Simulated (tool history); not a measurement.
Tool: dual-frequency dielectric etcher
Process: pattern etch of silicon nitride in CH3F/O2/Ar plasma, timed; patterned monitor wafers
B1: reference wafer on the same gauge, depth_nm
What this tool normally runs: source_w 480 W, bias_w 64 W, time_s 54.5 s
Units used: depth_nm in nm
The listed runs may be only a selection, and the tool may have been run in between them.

run 1 day=0 | source_w=480 bias_w=64 time_s=54.5 | B1=38.15 | depth_nm=39.82
run 2 day=2.004 | source_w=480 bias_w=64 time_s=54.5 | B1=38.07 | depth_nm=40.42
run 3 day=3.446 | source_w=480 bias_w=64 time_s=54.5 | B1=38.08 | depth_nm=40.5
run 4 day=4.996 | source_w=480 bias_w=64 time_s=54.5 | B1=38.07 | depth_nm=40.68
-- day=6.396 wet clean of the chamber
run 5 day=7.338 | source_w=480 bias_w=64 time_s=54.5 | B1=38.03 | depth_nm=37.59
run 6 day=10.117 | source_w=480 bias_w=64 time_s=54.5 | B1=38.15 | depth_nm=37.71
run 7 day=12.954 | source_w=480 bias_w=64 time_s=54.5 | B1=38.03 | depth_nm=37.91
run 8 day=14.238 | source_w=480 bias_w=64 time_s=54.5 | B1=38.14 | depth_nm=38.16
run 9 day=16.917 | source_w=480 bias_w=64 time_s=63.5 | B1=38.13 | depth_nm=44.15
run 10 day=18.054 | source_w=480 bias_w=64 time_s=63.5 | B1=38.1 | depth_nm=44.4
run 11 day=20.3 | source_w=480 bias_w=64 time_s=63.5 | B1=38.12 | depth_nm=44.61
-- day=22.179 wet clean of the chamber, repeated, since the last time left the tool worse
-- day=22.671 upper electrode replaced
run 12 day=22.692 | source_w=480 bias_w=64 time_s=67.5 | B1=38.07 | depth_nm=48.95
-- day=23.188 gauge calibrated
run 13 day=23.912 | source_w=480 bias_w=64 time_s=41 | B1=38.13 | depth_nm=29.58
run 14 day=31.467 | source_w=420 bias_w=54 time_s=54.5 | B1=38.16 | depth_nm=36.08
run 15 day=33.629 | source_w=480 bias_w=64 time_s=54.5 | B1=38.1 | depth_nm=39.9
run 16 day=34.942 | source_w=480 bias_w=64 time_s=54.5 | B1=38.11 | depth_nm=40.35
run 17 day=36.029 | source_w=520 bias_w=64 time_s=54.5 | B1=38.06 | depth_nm=41.19
-- day=37.029 bias power generator calibrated
run 18 day=40.408 | source_w=480 bias_w=72 time_s=60 | B1=38.1 | depth_nm=46.76
run 19 day=41.971 | source_w=480 bias_w=64 time_s=54.5 | B1=38.18 | depth_nm=40.92
-- day=43.833 wet clean of the chamber
run 20 day=44.579 | source_w=530 bias_w=79 time_s=38 | B1=38.05 | depth_nm=30.61
-- day=47.354 source power generator calibrated
run 21 day=47.375 | source_w=390 bias_w=73 time_s=68 | B1=38.1 | depth_nm=49.55
run 22 day=50.212 | source_w=370 bias_w=74 time_s=62.5 | B1=38.13 | depth_nm=44.62
run 23 day=51.312 | source_w=480 bias_w=64 time_s=54.5 | B1=38.11 | depth_nm=39.76
run 24 day=53.704 | source_w=480 bias_w=64 time_s=54.5 | B1=38.1 | depth_nm=40.09
run 25 day=56.683 | source_w=480 bias_w=64 time_s=54.5 | B1=38.11 | depth_nm=40.52
run 26 day=58.871 | source_w=480 bias_w=72 time_s=60 | B1=38.12 | depth_nm=46.59
run 27 day=61.454 | source_w=570 bias_w=76 time_s=65 | B1=38.07 | depth_nm=54.71
-- day=64.146 wet clean of the chamber
run 28 day=64.167 | source_w=440 bias_w=64 time_s=63 | B1=38.05 | depth_nm=44.6
-- day=68.575 gauge calibrated
run 29 day=70.454 | source_w=590 bias_w=50 time_s=44 | B1=38.12 | depth_nm=31.43

Alternative continuations, all from the tool just after run 29; predict every row:
run A day=70.471 | source_w=480 bias_w=64 time_s=54.5 | B1=? | depth_nm=?
run B day=70.471 | source_w=540 bias_w=64 time_s=49.5 | B1=? | depth_nm=?
run C day=70.471 | source_w=590 bias_w=69 time_s=54.5 | B1=? | depth_nm=?
run D day=70.471 | source_w=380 bias_w=74 time_s=54.5 | B1=? | depth_nm=?
run E day=70.471 | source_w=410 bias_w=77 time_s=50 | B1=? | depth_nm=?

run=A B1=38.1 depth_nm=39.59
run=B B1=38.1 depth_nm=37.25
run=C B1=38.1 depth_nm=43.36
run=D B1=38.1 depth_nm=39.17
run=E B1=38.1 depth_nm=37.28
Without the tool's hidden state the same runs would have given:
run=A depth_nm=39.21
run=B depth_nm=36.89
run=C depth_nm=42.94
run=D depth_nm=38.79
run=E depth_nm=36.92

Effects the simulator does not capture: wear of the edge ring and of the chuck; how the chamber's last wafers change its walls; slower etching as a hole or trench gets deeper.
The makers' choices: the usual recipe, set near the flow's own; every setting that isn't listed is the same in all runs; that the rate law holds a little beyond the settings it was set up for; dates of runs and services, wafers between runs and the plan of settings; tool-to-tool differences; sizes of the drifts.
